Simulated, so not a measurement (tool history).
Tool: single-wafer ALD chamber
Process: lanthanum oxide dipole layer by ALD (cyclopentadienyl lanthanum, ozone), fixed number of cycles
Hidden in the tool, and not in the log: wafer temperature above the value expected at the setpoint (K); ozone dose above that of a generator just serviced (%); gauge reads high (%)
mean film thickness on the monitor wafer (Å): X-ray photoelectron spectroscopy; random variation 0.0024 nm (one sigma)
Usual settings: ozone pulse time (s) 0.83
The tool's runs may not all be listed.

run,hour,ozone pulse time (s),wafers since the last listed run,hours since the last thermocouple change,hours since the last ozone generator service,hours since the showerhead was replaced,hours since the gauge calibration,"read-back reference wafer on the same gauge, thickness_nm",mean film thickness on the monitor wafer (Å)
1,0,0.83,0,920.6,699.3,7026.8,1743.9,0.478,4.6
2,170.7,0.67,2502,1091.3,870,7197.5,1914.6,0.478,3.93
3,225.1,0.67,797,1145.7,924.4,7251.9,1969,0.478,3.95
4,282.9,0.83,847,1203.5,982.2,7309.7,2026.8,0.478,4.58
5,313.4,0.83,447,1234,1012.7,7340.2,2057.3,0.479,4.58
# hour 338.8: thermocouple changed; heater temperature recalibrated
6,358.6,0.83,545,19.8,1057.9,7385.4,2102.5,0.478,4.5
7,396.8,0.58,560,58,1096.1,7423.6,2140.7,0.478,3.5
8,453.4,0.58,829,114.6,1152.7,7480.2,2197.3,0.478,3.49
9,484.8,0.58,460,146,1184.1,7511.6,2228.7,0.478,3.47
10,510.5,1.06,376,171.7,1209.8,7537.3,2254.4,0.478,5.06
11,545.3,1.09,510,206.5,1244.6,7572.1,2289.2,0.477,5.11
# hour 577.3: showerhead replaced
12,590,0.93,538,251.2,1289.3,12.7,2333.9,0.478,4.8
13,631.7,0.83,611,292.9,1331,54.4,2375.6,0.478,4.5
14,699.3,0.83,991,360.5,1398.6,122,2443.2,0.478,4.52
15,734.2,0.83,511,395.4,1433.5,156.9,2478.1,0.478,4.52
16,798.1,0.52,936,459.3,1497.4,220.8,2542,0.478,3.12
17,822.5,0.51,357,483.7,1521.8,245.2,2566.4,0.478,3.06
18,886.3,0.83,935,547.5,1585.6,309,2630.2,0.478,4.54
19,914.8,0.83,417,576,1614.1,337.5,2658.7,0.479,4.5
# hour 942.9: gauge calibrated
20,944.3,0.83,432,605.5,1643.6,367,1.4,0.478,4.51
# hour 992.9: ozone generator serviced
21,1001.5,0.5,721,662.7,8.6,424.2,58.6,0.478,3.25
22,1047.8,0.83,678,709,54.9,470.5,104.9,0.478,4.72
23,1109,1,897,770.2,116.1,531.7,166.1,0.478,5.1

Forecast run 24:
24,1141,0.64,469,802.2,148.1,563.7,198.1,?,?

{"run 24": {"read-back reference wafer on the same gauge, thickness_nm": 0.478, "mean film thickness on the monitor wafer (Å)": 3.97}}
Without the tool's hidden state the same run would have given mean film thickness on the monitor wafer (Å) 4.06.
